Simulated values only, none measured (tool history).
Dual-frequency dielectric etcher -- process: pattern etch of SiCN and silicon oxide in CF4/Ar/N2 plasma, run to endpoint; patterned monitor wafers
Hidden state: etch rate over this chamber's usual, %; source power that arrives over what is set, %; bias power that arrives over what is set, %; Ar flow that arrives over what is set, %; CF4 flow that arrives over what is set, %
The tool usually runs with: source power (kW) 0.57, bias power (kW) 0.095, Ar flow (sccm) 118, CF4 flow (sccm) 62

run     day  source power (kW)  bias power (kW)  Ar flow (sccm)  CF4 flow (sccm)  wafers since the last listed run  hours since the last wet clean  hours since the last source power generator calibration  hours since the last bias power generator calibration  hours since the last Ar flow controller change  hours since the last CF4 flow controller change  hours since the last upper electrode change  incoming incoming film thickness, nm  endpoint time (s)
  1       0               0.57            0.095             118               62                                 0                           481.5                                                    823.5                                                 2679.4                                          5104.1                                           1444.6                                       2847.4                                 13.01               11.5
      1.079  -- wet clean of the chamber
  2   2.992               0.57            0.095             118               62                               815                            45.9                                                    895.3                                                 2751.2                                          5175.9                                           1516.4                                       2919.2                                 12.92               11.6
  3   4.067               0.57            0.095             118               62                               440                            71.7                                                    921.1                                                   2777                                          5201.7                                           1542.2                                         2945                                 12.84               11.6
  4   5.288               0.57            0.095             118               62                               500                             101                                                    950.4                                                 2806.3                                            5231                                           1571.5                                       2974.3                                 13.01               11.9
  5   7.967               0.57            0.095             118               62                              1097                           165.3                                                   1014.7                                                 2870.6                                          5295.3                                           1635.8                                       3038.6                                 12.89               11.5
  6   9.862               0.57             0.08             139               62                               776                           210.8                                                   1060.2                                                 2916.1                                          5340.8                                           1681.3                                       3084.1                                  12.9               12.3
  7  12.483               0.57             0.08             139               62                              1073                           273.7                                                   1123.1                                                   2979                                          5403.7                                           1744.2                                         3147                                 12.93               12.4
  8    15.1               0.57             0.08             139               62                              1071                           336.5                                                   1185.9                                                 3041.8                                          5466.5                                             1807                                       3209.8                                  12.9               12.2
     18.496  -- upper electrode replaced
  9  18.517               0.62            0.095             118               62                               989                           418.5                                                   1267.9                                                 3123.8                                          5548.5                                             1889                                          0.5                                 13.01               10.5
 10  21.308               0.62            0.095             118               62                              1143                           485.5                                                   1334.9                                                 3190.8                                          5615.5                                             1956                                         67.5                                 12.96               10.4
     22.721  -- wet clean of the chamber
 11  22.767               0.43            0.095             118               62                               187                             1.1                                                   1369.9                                                 3225.8                                          5650.5                                             1991                                        102.5                                 12.85               15.4
 12  24.567               0.45            0.114             138               73                               737                            44.3                                                   1413.1                                                   3269                                          5693.7                                           2034.2                                        145.7                                 13.02               13.8
     28.362  -- Ar flow controller replaced
 13  30.625               0.49            0.095             105               72                              2378                           189.7                                                   1558.5                                                 3414.4                                            54.3                                           2179.6                                        291.1                                  12.8               12.5
     32.896  -- wet clean of the chamber, repeated, since the last time left the tool worse
 14  32.992               0.52            0.117             103               54                               559                             2.3                                                   1615.3                                                 3471.2                                           111.1                                           2236.4                                        347.9                                 12.96               12.4
     34.629  -- CF4 flow controller replaced
 15   34.65               0.57            0.095             118               62                               576                            42.1                                                   1655.1                                                   3511                                           150.9                                              0.5                                        387.7                                 13.05               11.8
     38.325  -- bias power generator calibrated
     40.717  -- source power generator calibrated
 16  40.988               0.44            0.095             105               55                              2459                           194.2                                                      6.5                                                   63.9                                             303                                            152.6                                        539.8                                 12.82               15.4
 17  45.392               0.57            0.102             118               58                              1803                           299.9                                                    112.2                                                  169.6                                           408.7                                            258.3                                        645.5                                  12.9               11.4
 18  47.017               0.57            0.095             118               62                               665                           338.9                                                    151.2                                                  208.6                                           447.7                                            297.3                                        684.5                                  12.9               11.5
 19  49.421               0.52            0.117             103               54                               984                           396.6                                                    208.9                                                  266.3                                           505.4                                              355                                        742.2                                  12.9                 12
 20  51.704               0.57            0.095             118               62                               935                           451.4                                                    263.7                                                  321.1                                           560.2                                            409.8                                          797                                 12.88               11.3

Each row is a separate what-if for the run after 20, all from the same tool condition, not one after another. Results?
  A  51.721               0.57            0.095             118               62                                 6                           451.8                                                    264.1                                                  321.5                                           560.6                                            410.2                                        797.4                                 12.94                  ?
  B  51.721               0.52            0.113             133               57                                 6                           451.8                                                    264.1                                                  321.5                                           560.6                                            410.2                                        797.4                                 12.94                  ?
  C  51.721               0.57            0.085             109               68                                 6                           451.8                                                    264.1                                                  321.5                                           560.6                                            410.2                                        797.4                                 12.94                  ?

run  endpoint time (s)
  A               11.4
  B               12.4
  C               11.4
Without the tool's hidden state the same runs would have given:
run  endpoint time (s)
  A               11.7
  B               12.8
  C               11.7

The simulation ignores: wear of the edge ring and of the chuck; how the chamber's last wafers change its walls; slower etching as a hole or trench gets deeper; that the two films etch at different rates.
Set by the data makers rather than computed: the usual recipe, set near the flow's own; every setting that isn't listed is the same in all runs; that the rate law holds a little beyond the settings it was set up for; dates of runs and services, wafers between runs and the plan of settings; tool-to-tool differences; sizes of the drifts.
